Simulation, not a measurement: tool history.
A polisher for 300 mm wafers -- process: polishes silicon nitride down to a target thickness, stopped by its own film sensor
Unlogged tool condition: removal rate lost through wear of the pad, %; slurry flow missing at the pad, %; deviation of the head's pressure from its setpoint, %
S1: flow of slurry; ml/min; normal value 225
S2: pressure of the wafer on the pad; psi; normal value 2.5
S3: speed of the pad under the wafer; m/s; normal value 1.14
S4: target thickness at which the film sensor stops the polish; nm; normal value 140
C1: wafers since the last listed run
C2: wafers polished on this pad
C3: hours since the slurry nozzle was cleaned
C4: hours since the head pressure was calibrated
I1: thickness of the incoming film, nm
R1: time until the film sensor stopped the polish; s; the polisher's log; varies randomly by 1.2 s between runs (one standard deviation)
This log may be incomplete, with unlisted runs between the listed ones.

run 1 day=0.000 | S1=225 S2=2.5 S3=1.14 S4=153 | C1=0 C2=48 C3=116.2 C4=227.2 | I1=247.1 | R1=72.7
run 2 day=3.304 | S1=225 S2=2.2 S3=1.14 S4=140 | C1=929 C2=978 C3=195.5 C4=306.5 | I1=248.1 | R1=98.6
-- day=4.029 head pressure recalibrated
run 3 day=7.608 | S1=225 S2=2.2 S3=1.14 S4=140 | C1=1187 C2=2165 C3=298.8 C4=85.9 | I1=251.2 | R1=107.5
run 4 day=9.875 | S1=225 S2=2.2 S3=1.14 S4=140 | C1=637 C2=2803 C3=353.2 C4=140.3 | I1=254.2 | R1=110.2
-- day=10.938 worn pad replaced by a new one
run 5 day=13.462 | S1=225 S2=2.5 S3=1.14 S4=140 | C1=962 C2=710 C3=439.3 C4=226.4 | I1=247.3 | R1=89.0
run 6 day=15.571 | S1=225 S2=2.5 S3=1.14 S4=140 | C1=593 C2=1303 C3=489.9 C4=277.0 | I1=250.3 | R1=92.4
run 7 day=18.912 | S1=225 S2=2.5 S3=1.14 S4=140 | C1=940 C2=2243 C3=570.1 C4=357.2 | I1=252.9 | R1=99.0
-- day=21.100 head pressure recalibrated
-- day=22.342 worn pad replaced by a new one
run 8 day=22.662 | S1=225 S2=2.5 S3=1.14 S4=140 | C1=984 C2=90 C3=660.1 C4=37.5 | I1=246.8 | R1=82.6
-- day=25.362 slurry nozzle cleaned
run 9 day=26.425 | S1=225 S2=2.8 S3=1.48 S4=140 | C1=1046 C2=1137 C3=25.5 C4=127.8 | I1=248.9 | R1=71.0
run 10 day=30.262 | S1=225 S2=2.5 S3=1.14 S4=140 | C1=1079 C2=2216 C3=117.6 C4=219.9 | I1=249.4 | R1=93.5
-- day=32.504 worn pad replaced by a new one
run 11 day=34.704 | S1=170 S2=2.5 S3=1.14 S4=176 | C1=1202 C2=619 C3=224.2 C4=326.5 | I1=254.6 | R1=67.5
-- day=36.371 head pressure recalibrated
run 12 day=38.300 | S1=170 S2=2.5 S3=1.04 S4=140 | C1=988 C2=1607 C3=310.5 C4=46.3 | I1=246.5 | R1=100.5
run 13 day=40.379 | S1=225 S2=2.5 S3=1.14 S4=140 | C1=584 C2=2192 C3=360.4 C4=96.2 | I1=248.9 | R1=95.9
-- day=41.938 worn pad replaced by a new one
run 14 day=43.217 | S1=225 S2=2.5 S3=1.14 S4=103 | C1=751 C2=359 C3=428.5 C4=164.3 | I1=249.6 | R1=118.8
run 15 day=46.142 | S1=195 S2=2.5 S3=0.80 S4=117 | C1=822 C2=1182 C3=498.7 C4=234.5 | I1=246.3 | R1=133.5
run 16 day=50.325 | S1=225 S2=1.9 S3=1.44 S4=108 | C1=1176 C2=2359 C3=599.1 C4=334.9 | I1=252.0 | R1=130.1

Predict each of these 3 candidate next runs independently; none follows another, all start after run 16:
run A day=50.342 | S1=225 S2=2.5 S3=1.14 S4=173 | C1=4 C2=2364 C3=599.5 C4=335.3 | I1=250.8 | R1=?
run B day=50.342 | S1=250 S2=1.8 S3=1.24 S4=155 | C1=4 C2=2364 C3=599.5 C4=335.3 | I1=250.8 | R1=?
run C day=50.342 | S1=255 S2=2.0 S3=0.94 S4=154 | C1=4 C2=2364 C3=599.5 C4=335.3 | I1=250.8 | R1=?

run=A R1=67.3
run=B R1=99.5
run=C R1=110.0
With the hidden condition removed and each run's random variation left untouched, the same runs would have given:
run=A R1=59.0
run=B R1=87.2
run=C R1=96.5

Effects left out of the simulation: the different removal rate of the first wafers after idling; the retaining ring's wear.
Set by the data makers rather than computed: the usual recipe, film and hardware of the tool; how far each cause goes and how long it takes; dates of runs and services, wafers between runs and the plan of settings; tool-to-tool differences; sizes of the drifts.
